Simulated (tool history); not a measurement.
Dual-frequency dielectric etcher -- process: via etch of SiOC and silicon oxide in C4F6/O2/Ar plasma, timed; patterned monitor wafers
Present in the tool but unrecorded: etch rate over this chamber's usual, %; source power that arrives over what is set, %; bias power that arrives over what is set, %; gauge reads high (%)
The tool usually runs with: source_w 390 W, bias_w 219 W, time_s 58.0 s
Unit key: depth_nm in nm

run	hour	source_w	bias_w	time_s	wafers since the last listed run	hours since the last wet clean	hours since the last source power generator calibration	hours since the last bias power generator calibration	hours since the last upper electrode change	hours since the gauge calibration	read-back reference wafer on the same gauge, depth_nm	depth_nm
1	0.0	390	219	58.0	0	265.3	3321.3	2068.9	4842.3	692.8	61	66.7
2	25.8	390	219	58.0	318	291.1	3347.1	2094.7	4868.1	718.6	61	66.7
# hour 32.3: gauge calibrated
3	38.4	390	219	58.0	155	303.7	3359.7	2107.3	4880.7	6.1	61	66.5
4	62.1	390	219	58.0	292	327.4	3383.4	2131.0	4904.4	29.8	61	66.7
5	80.3	390	219	58.0	224	345.6	3401.6	2149.2	4922.6	48.0	61	66.7
# hour 87.0: bias power generator calibrated
6	109.5	390	219	58.0	311	374.8	3430.8	22.5	4951.8	77.2	61	65.7
7	130.6	390	219	58.0	260	395.9	3451.9	43.6	4972.9	98.3	61	65.8
8	154.1	390	219	58.0	290	419.4	3475.4	67.1	4996.4	121.8	61	65.8
9	187.6	390	233	58.0	413	452.9	3508.9	100.6	5029.9	155.3	61	66.9
10	203.8	450	273	41.5	200	469.1	3525.1	116.8	5046.1	171.5	61	52.8
11	223.1	390	219	72.0	238	488.4	3544.4	136.1	5065.4	190.8	61	81.2
12	242.1	300	219	63.0	234	507.4	3563.4	155.1	5084.4	209.8	61	64.5
# hour 292.9: upper electrode replaced
13	293.4	430	245	74.5	337	558.7	3614.7	206.4	0.5	261.1	61	90.2
14	293.7	390	257	63.5	3	559.0	3615.0	206.7	0.8	261.4	61	75.0
# hour 334.1: wet clean of the chamber
15	334.6	390	219	58.0	208	0.5	3655.9	247.6	41.7	302.3	61	66.4
16	357.4	440	198	73.0	281	23.3	3678.7	270.4	64.5	325.1	61	84.7
17	374.7	390	219	58.0	213	40.6	3696.0	287.7	81.8	342.4	61	66.3
18	406.2	390	219	58.0	389	72.1	3727.5	319.2	113.3	373.9	61	66.2
# hour 430.3: source power generator calibrated
19	430.8	390	219	58.0	254	96.7	0.5	343.8	137.9	398.5	61	66.2
20	451.2	390	192	46.0	252	117.1	20.9	364.2	158.3	418.9	61	50.6
21	521.9	490	273	74.0	873	187.8	91.6	434.9	229.0	489.6	61	97.7
22	537.6	390	194	41.0	193	203.5	107.3	450.6	244.7	505.3	61	45.1
23	553.2	390	262	71.0	192	219.1	122.9	466.2	260.3	520.9	61	85.2

For run 24, what comes out?
24	586.5	390	170	46.5	411	252.4	156.2	499.5	293.6	554.2	?	?

read-back reference wafer on the same gauge, depth_nm: 61
depth_nm: 49.1 nm
Had the tool carried no hidden state, the very same run would have given depth_nm 49.7 nm.

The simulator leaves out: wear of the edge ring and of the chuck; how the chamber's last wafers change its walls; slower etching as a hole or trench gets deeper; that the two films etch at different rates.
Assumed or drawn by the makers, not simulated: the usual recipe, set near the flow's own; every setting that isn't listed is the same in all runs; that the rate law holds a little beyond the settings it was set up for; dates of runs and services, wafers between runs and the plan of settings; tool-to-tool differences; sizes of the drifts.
